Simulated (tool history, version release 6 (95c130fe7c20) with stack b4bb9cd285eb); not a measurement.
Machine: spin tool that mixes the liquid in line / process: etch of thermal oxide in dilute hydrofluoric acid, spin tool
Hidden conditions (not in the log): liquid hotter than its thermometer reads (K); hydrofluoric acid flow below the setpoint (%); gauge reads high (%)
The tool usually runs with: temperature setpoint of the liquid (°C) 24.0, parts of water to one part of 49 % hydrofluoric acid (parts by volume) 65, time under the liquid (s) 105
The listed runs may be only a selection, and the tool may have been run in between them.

run    hour  temperature setpoint of the liquid (°C)  parts of water to one part of 49 % hydrofluoric acid (parts by volume)  time under the liquid (s)  wafers since the last listed run  hours since the thermometer was replaced  hours since the hydrofluoric acid flow meter was replaced  hours since the gauge calibration  read-back film thickness of the thermal oxide reference wafer, read on the same gauge (nm)  thickness taken off the thermal oxide on a monitor wafer (angstrom)
  1     0.0                                     24.0                                                                      65                         90                                 0                                     205.9                                                      514.6                              794.5                                                                                       99.99                                                                 64.7
  2    85.6                                     24.0                                                                      65                        105                               537                                     291.5                                                      600.2                              880.1                                                                                      100.02                                                                 75.5
  3   144.7                                     24.0                                                                      65                        105                               370                                     350.6                                                      659.3                              939.2                                                                                      100.02                                                                 77.5
  4   251.6                                     24.0                                                                      65                        105                               670                                     457.5                                                      766.2                             1046.1                                                                                       99.99                                                                 77.1
  5   309.2                                     24.0                                                                      65                        105                               361                                     515.1                                                      823.8                             1103.7                                                                                      100.01                                                                 77.7
  6   380.9                                     24.0                                                                      75                        105                               450                                     586.8                                                      895.5                             1175.4                                                                                       99.98                                                                 66.9
      390.4  -- hydrofluoric acid flow meter replaced
  7   423.5                                     24.0                                                                      65                        105                               261                                     629.4                                                       33.1                             1218.0                                                                                      100.00                                                                 79.1
  8   491.3                                     24.0                                                                      55                        105                               425                                     697.2                                                      100.9                             1285.8                                                                                      100.00                                                                 94.9
  9   531.2                                     24.0                                                                      55                        105                               250                                     737.1                                                      140.8                             1325.7                                                                                      100.02                                                                 96.0
      541.2  -- thermometer replaced
 10   613.4                                     24.0                                                                      65                        105                               509                                      72.2                                                      223.0                             1407.9                                                                                       99.99                                                                 73.4
 11   657.3                                     24.0                                                                      65                        105                               275                                     116.1                                                      266.9                             1451.8                                                                                       99.98                                                                 74.7
 12   754.8                                     24.0                                                                      65                        105                               611                                     213.6                                                      364.4                             1549.3                                                                                      100.00                                                                 75.2
 13   817.9                                     25.5                                                                      65                        105                               396                                     276.7                                                      427.5                             1612.4                                                                                      100.03                                                                 81.0
 14   920.6                                     25.5                                                                      65                        105                               644                                     379.4                                                      530.2                             1715.1                                                                                      100.03                                                                 81.9
 15   963.2                                     24.0                                                                      45                        105                               267                                     422.0                                                      572.8                             1757.7                                                                                       99.99                                                                115.0
 16  1062.8                                     24.0                                                                      80                        105                               625                                     521.6                                                      672.4                             1857.3                                                                                       99.98                                                                 61.4
     1102.5  -- gauge calibrated
 17  1120.6                                     24.0                                                                      65                        105                               362                                     579.4                                                      730.2                               18.1                                                                                      100.04                                                                 78.7
 18  1168.9                                     20.5                                                                      90                         50                               303                                     627.7                                                      778.5                               66.4                                                                                       99.99                                                                 23.0
     1228.5  -- thermometer replaced
 19  1359.3                                     24.0                                                                      65                         50                              1188                                     130.8                                                      968.9                              256.8                                                                                      100.01                                                                 35.0
     1377.7  -- hydrofluoric acid flow meter replaced
 20  1436.5                                     21.5                                                                      55                        160                               478                                     208.0                                                       58.8                              334.0                                                                                       99.99                                                                123.1
 21  1633.0                                     25.5                                                                      95                        140                              1233                                     404.5                                                      255.3                              530.5                                                                                      100.00                                                                 71.1
 22  1730.2                                     24.0                                                                      65                        105                               610                                     501.7                                                      352.5                              627.7                                                                                      100.00                                                                 76.8
 23  1832.6                                     24.0                                                                      50                        140                               642                                     604.1                                                      454.9                              730.1                                                                                       99.99                                                                138.7
 24  1906.2                                     19.0                                                                      65                        125                               461                                     677.7                                                      528.5                              803.7                                                                                       99.97                                                                 76.2
     1979.6  -- thermometer replaced
 25  2007.6                                     24.0                                                                      65                        145                               630                                      28.0                                                      629.9                              905.1                                                                                      100.02                                                                101.4
 26  2090.2                                     24.0                                                                      40                         45                               518                                     110.6                                                      712.5                              987.7                                                                                      100.00                                                                 53.4
 27  2130.8                                     24.0                                                                      65                        105                               254                                     151.2                                                      753.1                             1028.3                                                                                      100.01                                                                 74.1
     2231.6  -- hydrofluoric acid flow meter replaced
 28  2232.1                                     26.5                                                                      45                         65                               629                                     252.5                                                        0.5                             1129.6                                                                                      100.01                                                                 77.1
 29  2339.2                                     26.0                                                                      50                         55                               672                                     359.6                                                      107.6                             1236.7                                                                                      100.03                                                                 57.6
 30  2443.8                                     22.0                                                                      75                        150                               656                                     464.2                                                      212.2                             1341.3                                                                                      100.00                                                                 86.7
 31  2515.5                                     27.5                                                                      50                         65                               450                                     535.9                                                      283.9                             1413.0                                                                                       99.98                                                                 73.0
 32  2591.5                                     24.0                                                                      55                         65                               477                                     611.9                                                      359.9                             1489.0                                                                                       99.99                                                                 57.6
 33  2642.5                                     26.5                                                                      80                        140                               320                                     662.9                                                      410.9                             1540.0                                                                                      100.02                                                                 91.3

Alternative continuations, all from the tool just after run 33; predict every row:
  A  2642.9                                     24.0                                                                      65                        105                                 2                                     663.3                                                      411.3                             1540.4                                                                                           ?                                                                    ?
  B  2642.9                                     22.5                                                                      65                        165                                 2                                     663.3                                                      411.3                             1540.4                                                                                           ?                                                                    ?
  C  2642.9                                     22.5                                                                      45                         40                                 2                                     663.3                                                      411.3                             1540.4                                                                                           ?                                                                    ?

run  read-back film thickness of the thermal oxide reference wafer, read on the same gauge (nm)  thickness taken off the thermal oxide on a monitor wafer (angstrom)
  A                                                                                       99.97                                                                 78.6
  B                                                                                       99.97                                                                116.3
  C                                                                                       99.97                                                                 41.8
With no hidden state in the tool, these same runs would have given:
run  thickness taken off the thermal oxide on a monitor wafer (angstrom)
  A                                                                 72.6
  B                                                                107.2
  C                                                                 38.5
